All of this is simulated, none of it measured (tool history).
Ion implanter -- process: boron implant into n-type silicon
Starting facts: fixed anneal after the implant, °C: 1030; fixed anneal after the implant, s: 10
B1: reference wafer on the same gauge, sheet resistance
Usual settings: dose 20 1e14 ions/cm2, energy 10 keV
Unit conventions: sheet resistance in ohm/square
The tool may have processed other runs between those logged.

Run 1, hour 0: usual settings; B1 93.02. Result: sheet resistance 102.6 ohm/square.
Run 2, hour 32.1: usual settings; B1 92.97. Result: sheet resistance 102.85 ohm/square.
Run 3, hour 91.1: usual settings; B1 92.96. Result: sheet resistance 102.67 ohm/square.
Run 4, hour 143.3: usual settings; B1 93. Result: sheet resistance 102.64 ohm/square.
Run 5, hour 210.8: usual settings; B1 93.01. Result: sheet resistance 102.5 ohm/square.
At hour 339.9: extraction supply calibrated.
Run 6, hour 362.1: usual settings; B1 93.01. Result: sheet resistance 102.73 ohm/square.
Run 7, hour 398.2: usual settings but energy 11.5 keV; B1 92.99. Result: sheet resistance 95.23 ohm/square.
Run 8, hour 437.8: usual settings but dose 18.13 1e14 ions/cm2; B1 93.02. Result: sheet resistance 105.02 ohm/square.
Run 9, hour 498.5: usual settings but energy 9 keV; B1 93.01. Result: sheet resistance 108.77 ohm/square.
Run 10, hour 555.7: usual settings but dose 25.45 1e14 ions/cm2, energy 12 keV; B1 92.98. Result: sheet resistance 87.92 ohm/square.

Run 11 comes next. What will it give?
At hour 558.2: gauge calibrated.
Run 11, hour 626.3: usual settings; B1 ?. Result: sheet resistance ?.

B1: 92.95
sheet resistance: 103.35 ohm/square
With the hidden condition absent and the run-to-run variation left alone, this run would have shown sheet resistance 103.35 ohm/square.
